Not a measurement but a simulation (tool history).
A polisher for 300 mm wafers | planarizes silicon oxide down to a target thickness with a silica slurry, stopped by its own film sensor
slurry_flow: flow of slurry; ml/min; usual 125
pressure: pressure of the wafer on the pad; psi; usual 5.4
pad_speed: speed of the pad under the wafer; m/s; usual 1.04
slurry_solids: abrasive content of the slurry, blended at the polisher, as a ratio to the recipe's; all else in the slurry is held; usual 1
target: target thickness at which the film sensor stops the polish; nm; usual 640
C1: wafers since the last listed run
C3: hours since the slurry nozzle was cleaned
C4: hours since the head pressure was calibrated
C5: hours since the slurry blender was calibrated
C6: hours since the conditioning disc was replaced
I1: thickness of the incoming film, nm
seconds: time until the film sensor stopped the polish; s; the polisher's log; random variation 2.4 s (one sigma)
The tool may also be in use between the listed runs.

{"run": 1, "hour": 0.0, "slurry_flow": 125, "pressure": 5.4, "pad_speed": 1.04, "slurry_solids": 1, "target": 640, "C1": 0, "wafers polished on this pad": 890, "C3": 687.6, "C4": 347.2, "C5": 352.9, "C6": 363.5, "I1": 1033, "seconds": 165.5}
{"run": 2, "hour": 11.4, "slurry_flow": 155, "pressure": 5.4, "pad_speed": 1.04, "slurry_solids": 1, "target": 605, "C1": 120, "wafers polished on this pad": 1010, "C3": 699, "C4": 358.6, "C5": 364.3, "C6": 374.9, "I1": 1036, "seconds": 172}
{"run": 3, "hour": 26.2, "slurry_flow": 155, "pressure": 5.4, "pad_speed": 1.04, "slurry_solids": 1, "target": 605, "C1": 156, "wafers polished on this pad": 1167, "C3": 713.8, "C4": 373.4, "C5": 379.1, "C6": 389.7, "I1": 1023.8, "seconds": 167.8}
{"run": 4, "hour": 41.4, "slurry_flow": 125, "pressure": 5.4, "pad_speed": 1.04, "slurry_solids": 1, "target": 705, "C1": 160, "wafers polished on this pad": 1327, "C3": 729, "C4": 388.6, "C5": 394.3, "C6": 404.9, "I1": 1033.4, "seconds": 141}
{"hour": 52.1, "done": "slurry nozzle cleaned"}
{"hour": 58.1, "done": "worn pad replaced by a new one"}
{"run": 5, "hour": 58.6, "slurry_flow": 125, "pressure": 5.4, "pad_speed": 1.04, "slurry_solids": 1, "target": 542, "C1": 128, "wafers polished on this pad": 5, "C3": 6.5, "C4": 405.8, "C5": 411.5, "C6": 422.1, "I1": 1013.1, "seconds": 172.6}
{"run": 6, "hour": 65.0, "slurry_flow": 125, "pressure": 5.4, "pad_speed": 1.04, "slurry_solids": 1, "target": 542, "C1": 67, "wafers polished on this pad": 72, "C3": 12.9, "C4": 412.2, "C5": 417.9, "C6": 428.5, "I1": 1017.3, "seconds": 163.7}
{"run": 7, "hour": 77.7, "slurry_flow": 125, "pressure": 5.4, "pad_speed": 1.04, "slurry_solids": 1, "target": 542, "C1": 134, "wafers polished on this pad": 207, "C3": 25.6, "C4": 424.9, "C5": 430.6, "C6": 441.2, "I1": 1042.2, "seconds": 177.2}
{"run": 8, "hour": 95.5, "slurry_flow": 125, "pressure": 5.4, "pad_speed": 1.04, "slurry_solids": 1, "target": 640, "C1": 188, "wafers polished on this pad": 395, "C3": 43.4, "C4": 442.7, "C5": 448.4, "C6": 459, "I1": 1025.3, "seconds": 136.8}
{"hour": 100.0, "done": "slurry blender recalibrated"}
{"run": 9, "hour": 146.3, "slurry_flow": 125, "pressure": 5.4, "pad_speed": 1.04, "slurry_solids": 1, "target": 640, "C1": 515, "wafers polished on this pad": 910, "C3": 94.2, "C4": 493.5, "C5": 46.3, "C6": 509.8, "I1": 1031.9, "seconds": 142.2}
{"hour": 148.8, "done": "conditioning disc replaced and pad reconditioned"}
{"run": 10, "hour": 159.3, "slurry_flow": 125, "pressure": 5.4, "pad_speed": 1.2, "slurry_solids": 1.15, "target": 640, "C1": 116, "wafers polished on this pad": 1026, "C3": 107.2, "C4": 506.5, "C5": 59.3, "C6": 10.5, "I1": 1017.3, "seconds": 125.5}
{"run": 11, "hour": 165.6, "slurry_flow": 95, "pressure": 4.1, "pad_speed": 1.04, "slurry_solids": 0.9, "target": 732, "C1": 66, "wafers polished on this pad": 1093, "C3": 113.5, "C4": 512.8, "C5": 65.6, "C6": 16.8, "I1": 1037.2, "seconds": 164.1}
{"run": 12, "hour": 174.5, "slurry_flow": 145, "pressure": 5.4, "pad_speed": 1.28, "slurry_solids": 1, "target": 750, "C1": 94, "wafers polished on this pad": 1187, "C3": 122.4, "C4": 521.7, "C5": 74.5, "C6": 25.7, "I1": 1028.2, "seconds": 88.1}
{"run": 13, "hour": 184.9, "slurry_flow": 125, "pressure": 3.7, "pad_speed": 1.24, "slurry_solids": 1.25, "target": 640, "C1": 109, "wafers polished on this pad": 1297, "C3": 132.8, "C4": 532.1, "C5": 84.9, "C6": 36.1, "I1": 1045.1, "seconds": 184.4}
{"hour": 191.7, "done": "head pressure recalibrated"}
{"run": 14, "hour": 201.3, "slurry_flow": 140, "pressure": 3.6, "pad_speed": 1.14, "slurry_solids": 0.85, "target": 640, "C1": 152, "wafers polished on this pad": 1449, "C3": 149.2, "C4": 9.6, "C5": 101.3, "C6": 52.5, "I1": 1041.9, "seconds": 192.4}
{"hour": 211.1, "done": "worn pad replaced by a new one"}
{"run": 15, "hour": 211.6, "slurry_flow": 125, "pressure": 5.4, "pad_speed": 1.04, "slurry_solids": 0.8, "target": 592, "C1": 66, "wafers polished on this pad": 5, "C3": 159.5, "C4": 19.9, "C5": 111.6, "C6": 62.8, "I1": 1016, "seconds": 154}
{"run": 16, "hour": 225.5, "slurry_flow": 125, "pressure": 6.3, "pad_speed": 1.04, "slurry_solids": 1, "target": 682, "C1": 146, "wafers polished on this pad": 152, "C3": 173.4, "C4": 33.8, "C5": 125.5, "C6": 76.7, "I1": 1020, "seconds": 99}
{"run": 17, "hour": 238.0, "slurry_flow": 125, "pressure": 5.4, "pad_speed": 1.04, "slurry_solids": 1, "target": 640, "C1": 132, "wafers polished on this pad": 284, "C3": 185.9, "C4": 46.3, "C5": 138, "C6": 89.2, "I1": 1008.1, "seconds": 130.6}
{"run": 18, "hour": 254.8, "slurry_flow": 125, "pressure": 5.4, "pad_speed": 0.78, "slurry_solids": 1, "target": 698, "C1": 177, "wafers polished on this pad": 461, "C3": 202.7, "C4": 63.1, "C5": 154.8, "C6": 106, "I1": 1042.7, "seconds": 140.9}
{"run": 19, "hour": 272.5, "slurry_flow": 170, "pressure": 5.4, "pad_speed": 1.04, "slurry_solids": 1.15, "target": 640, "C1": 186, "wafers polished on this pad": 648, "C3": 220.4, "C4": 80.8, "C5": 172.5, "C6": 123.7, "I1": 1039, "seconds": 123.1}
{"run": 20, "hour": 280.8, "slurry_flow": 125, "pressure": 6.4, "pad_speed": 1.04, "slurry_solids": 1, "target": 640, "C1": 87, "wafers polished on this pad": 736, "C3": 228.7, "C4": 89.1, "C5": 180.8, "C6": 132, "I1": 1026, "seconds": 117.9}
{"run": 21, "hour": 286.8, "slurry_flow": 125, "pressure": 5.4, "pad_speed": 1.04, "slurry_solids": 1, "target": 640, "C1": 63, "wafers polished on this pad": 799, "C3": 234.7, "C4": 95.1, "C5": 186.8, "C6": 138, "I1": 1028.7, "seconds": 137.5}
{"run": 22, "hour": 293.0, "slurry_flow": 125, "pressure": 5.4, "pad_speed": 1.04, "slurry_solids": 1, "target": 640, "C1": 65, "wafers polished on this pad": 865, "C3": 240.9, "C4": 101.3, "C5": 193, "C6": 144.2, "I1": 1007.7, "seconds": 136.8}
{"run": 23, "hour": 299.4, "slurry_flow": 145, "pressure": 7.1, "pad_speed": 1.04, "slurry_solids": 1, "target": 568, "C1": 67, "wafers polished on this pad": 932, "C3": 247.3, "C4": 107.7, "C5": 199.4, "C6": 150.6, "I1": 1044.3, "seconds": 124.2}
{"run": 24, "hour": 312.9, "slurry_flow": 125, "pressure": 4.8, "pad_speed": 0.88, "slurry_solids": 1, "target": 576, "C1": 142, "wafers polished on this pad": 1075, "C3": 260.8, "C4": 121.2, "C5": 212.9, "C6": 164.1, "I1": 1025.9, "seconds": 203.8}
{"run": 25, "hour": 326.6, "slurry_flow": 150, "pressure": 4.7, "pad_speed": 1.04, "slurry_solids": 1, "target": 640, "C1": 144, "wafers polished on this pad": 1220, "C3": 274.5, "C4": 134.9, "C5": 226.6, "C6": 177.8, "I1": 1027.4, "seconds": 155.8}

Forecast each of these 5 alternatives for the next run:
{"run": "A", "hour": 327.0, "slurry_flow": 125, "pressure": 5.4, "pad_speed": 1.04, "slurry_solids": 1, "target": 640, "C1": 4, "wafers polished on this pad": 1224, "C3": 274.9, "C4": 135.3, "C5": 227, "C6": 178.2, "I1": 1030.5, "seconds": "?"}
{"run": "B", "hour": 327.0, "slurry_flow": 125, "pressure": 5.4, "pad_speed": 1.04, "slurry_solids": 1, "target": 597, "C1": 4, "wafers polished on this pad": 1224, "C3": 274.9, "C4": 135.3, "C5": 227, "C6": 178.2, "I1": 1030.5, "seconds": "?"}
{"run": "C", "hour": 327.0, "slurry_flow": 125, "pressure": 4.1, "pad_speed": 1.04, "slurry_solids": 1, "target": 640, "C1": 4, "wafers polished on this pad": 1224, "C3": 274.9, "C4": 135.3, "C5": 227, "C6": 178.2, "I1": 1030.5, "seconds": "?"}
{"run": "D", "hour": 327.0, "slurry_flow": 85, "pressure": 5.4, "pad_speed": 1.04, "slurry_solids": 1, "target": 760, "C1": 4, "wafers polished on this pad": 1224, "C3": 274.9, "C4": 135.3, "C5": 227, "C6": 178.2, "I1": 1030.5, "seconds": "?"}
{"run": "E", "hour": 327.0, "slurry_flow": 125, "pressure": 5.4, "pad_speed": 1.04, "slurry_solids": 0.8, "target": 640, "C1": 4, "wafers polished on this pad": 1224, "C3": 274.9, "C4": 135.3, "C5": 227, "C6": 178.2, "I1": 1030.5, "seconds": "?"}

run=A seconds=148.4
run=B seconds=164.8
run=C seconds=195.5
run=D seconds=119.6
run=E seconds=161.7
Without the tool's hidden state the same runs would have given:
run=A seconds=125.4
run=B seconds=139.3
run=C seconds=165.2
run=D seconds=96.8
run=E seconds=136.6

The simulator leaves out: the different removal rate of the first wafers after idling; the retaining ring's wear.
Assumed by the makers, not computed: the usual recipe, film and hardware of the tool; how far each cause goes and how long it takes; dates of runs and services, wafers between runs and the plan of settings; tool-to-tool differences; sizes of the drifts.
